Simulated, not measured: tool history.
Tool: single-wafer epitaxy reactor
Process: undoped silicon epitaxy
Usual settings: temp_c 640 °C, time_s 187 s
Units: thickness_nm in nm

run     day  temp_c  time_s  read-back reference wafer on the same gauge, thickness_nm  thickness_nm
  1       0     640     187                                                      27.52        24.238
  2   2.717     640     187                                                     27.508        24.171
  3   5.654     640     200                                                     27.471        25.869
  4   8.267     640     200                                                     27.491        25.771
  5  10.962     640     200                                                     27.446        25.916
  6  12.212     640     195                                                     27.426        24.939
  7  18.717     646     172                                                       27.4        25.434
  8  19.925     640     187                                                     27.403        24.054
  9  21.371     640     187                                                     27.395        23.935
 10  24.133     634     187                                                     27.362        20.744
 11  32.304     634     187                                                     27.338         20.71
 12  35.246     636     187                                                      27.35        21.765
 13    37.1     640     187                                                     27.362        24.049
 14      39     640     158                                                     27.328        20.307
 15  41.538     640     187                                                     27.339        24.062
 16  43.496     640     187                                                     27.286        23.907
 17  46.021     640     187                                                     27.309        24.024
 18  48.192     640     187                                                     27.284        24.106
 19  50.033     640     187                                                     27.284        24.031
 20  51.279     640     187                                                     27.263        23.958
 21  52.879     640     187                                                     27.249        23.868
 22  54.225     640     157                                                      27.28        20.212
 23  58.879     647     187                                                     27.248         28.43
 24  60.429     631     187                                                     27.297        19.388
 25  62.638     640     187                                                     27.268        23.984
 26  64.221     640     187                                                     27.266        23.855
     66.071  -- gauge calibrated
 27  66.546     646     172                                                     28.304        26.562
 28  68.492     652     156                                                      28.24        27.759
 29  70.504     652     162                                                     28.232        28.515
     70.996  -- pyrometer calibrated
 30  76.438     640     187                                                     28.062        24.488
 31   78.55     634     207                                                      28.07        23.638
 32  80.967     645     187                                                     27.968        27.765
 33  82.862     640     187                                                     27.953        24.748
 34  84.221     651     187                                                     27.917         31.99
 35  85.625     632     151                                                     27.954        16.409
 36  87.842     636     174                                                      27.93        20.579
 37  88.846     640     200                                                     27.856        26.052
 38  90.717     632     187                                                      27.82        20.152
 39   92.75     632     197                                                     27.846        21.105
 40    94.1     640     187                                                     27.794        24.426
 41  96.112     646     223                                                     27.787         33.84
 42  98.371     646     172                                                     27.745        25.951

Forecast each of these 3 alternatives for the next run:
  A  98.392     648     187                                                          ?             ?
  B  98.392     653     167                                                          ?             ?
  C  98.392     634     216                                                          ?             ?

run  read-back reference wafer on the same gauge, thickness_nm  thickness_nm
  A                                                     27.734        29.493
  B                                                     27.734        29.659
  C                                                     27.734        24.246
Without the tool's hidden state the same runs would have given:
run  thickness_nm
  A        30.194
  B        30.364
  C        24.822
